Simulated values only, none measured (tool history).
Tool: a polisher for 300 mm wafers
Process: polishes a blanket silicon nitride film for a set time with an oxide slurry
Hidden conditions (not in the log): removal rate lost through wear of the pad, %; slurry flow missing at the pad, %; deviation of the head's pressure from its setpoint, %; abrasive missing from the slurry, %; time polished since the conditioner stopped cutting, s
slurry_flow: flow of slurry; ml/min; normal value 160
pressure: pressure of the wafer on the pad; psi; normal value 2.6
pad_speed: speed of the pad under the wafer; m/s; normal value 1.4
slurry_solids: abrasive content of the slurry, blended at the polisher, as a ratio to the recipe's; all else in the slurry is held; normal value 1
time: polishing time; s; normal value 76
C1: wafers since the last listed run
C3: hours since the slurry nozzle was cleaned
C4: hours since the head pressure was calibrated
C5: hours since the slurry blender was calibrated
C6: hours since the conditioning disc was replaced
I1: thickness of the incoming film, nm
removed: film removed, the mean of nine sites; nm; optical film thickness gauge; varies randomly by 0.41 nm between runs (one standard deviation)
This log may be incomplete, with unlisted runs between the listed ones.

run 1 day=0 | slurry_flow=160 pressure=2.6 pad_speed=1.4 slurry_solids=1.1 time=76 | C1=0 wafers_polished_on_this_pad=483 C3=433.5 C4=480.6 C5=95.5 C6=194.2 | I1=264.5 | removed=36.8
run 2 day=4.45 | slurry_flow=160 pressure=2.6 pad_speed=1.4 slurry_solids=1.1 time=76 | C1=732 wafers_polished_on_this_pad=1215 C3=540.3 C4=587.4 C5=202.3 C6=301 | I1=272.8 | removed=35.6
run 3 day=7.475 | slurry_flow=160 pressure=2.6 pad_speed=1.4 slurry_solids=1.1 time=76 | C1=497 wafers_polished_on_this_pad=1713 C3=612.9 C4=660 C5=274.9 C6=373.6 | I1=274 | removed=35.6
-- day=9.308 conditioning disc replaced and pad reconditioned
-- day=9.417 worn pad replaced by a new one
run 4 day=9.817 | slurry_flow=160 pressure=2.6 pad_speed=1.4 slurry_solids=1 time=76 | C1=354 wafers_polished_on_this_pad=66 C3=669.1 C4=716.2 C5=331.1 C6=12.2 | I1=268.1 | removed=35.4
run 5 day=14.079 | slurry_flow=160 pressure=2.6 pad_speed=1.4 slurry_solids=1 time=76 | C1=701 wafers_polished_on_this_pad=767 C3=771.4 C4=818.5 C5=433.4 C6=114.5 | I1=270.8 | removed=34.2
-- day=14.462 slurry blender recalibrated
run 6 day=16.254 | slurry_flow=160 pressure=2.6 pad_speed=1.4 slurry_solids=1 time=76 | C1=344 wafers_polished_on_this_pad=1111 C3=823.6 C4=870.7 C5=43 C6=166.7 | I1=270.8 | removed=32.9
-- day=16.883 head pressure recalibrated
-- day=17.396 slurry nozzle cleaned
run 7 day=20.471 | slurry_flow=160 pressure=2.6 pad_speed=1.4 slurry_solids=1 time=76 | C1=673 wafers_polished_on_this_pad=1784 C3=73.8 C4=86.1 C5=144.2 C6=267.9 | I1=273.7 | removed=32.7
-- day=21.454 worn pad replaced by a new one
-- day=24.292 conditioning disc replaced and pad reconditioned
run 8 day=24.825 | slurry_flow=160 pressure=2.6 pad_speed=1.4 slurry_solids=1 time=76 | C1=675 wafers_polished_on_this_pad=541 C3=178.3 C4=190.6 C5=248.7 C6=12.8 | I1=265.8 | removed=33.7
run 9 day=29.246 | slurry_flow=205 pressure=3.2 pad_speed=1.4 slurry_solids=0.75 time=76 | C1=727 wafers_polished_on_this_pad=1268 C3=284.4 C4=296.7 C5=354.8 C6=118.9 | I1=273.6 | removed=31.9
-- day=32.154 worn pad replaced by a new one
-- day=33.004 slurry blender recalibrated
run 10 day=33.038 | slurry_flow=160 pressure=2.6 pad_speed=1.4 slurry_solids=1 time=76 | C1=582 wafers_polished_on_this_pad=131 C3=375.4 C4=387.7 C5=0.8 C6=209.9 | I1=269.3 | removed=35.1
run 11 day=34.725 | slurry_flow=185 pressure=2.6 pad_speed=1.76 slurry_solids=0.8 time=63 | C1=277 wafers_polished_on_this_pad=409 C3=415.9 C4=428.2 C5=41.3 C6=250.4 | I1=268.3 | removed=29.5

Predict the results of run 12:
run 12 day=38.471 | slurry_flow=160 pressure=3.2 pad_speed=1.18 slurry_solids=0.9 time=76 | C1=616 wafers_polished_on_this_pad=1025 C3=505.8 C4=518.1 C5=131.2 C6=340.3 | I1=272.1 | removed=?

{"run 12": {"removed": 33.3}}
On a tool with no hidden condition, and with the same random variation, this run would have come out at removed 36.8 nm.
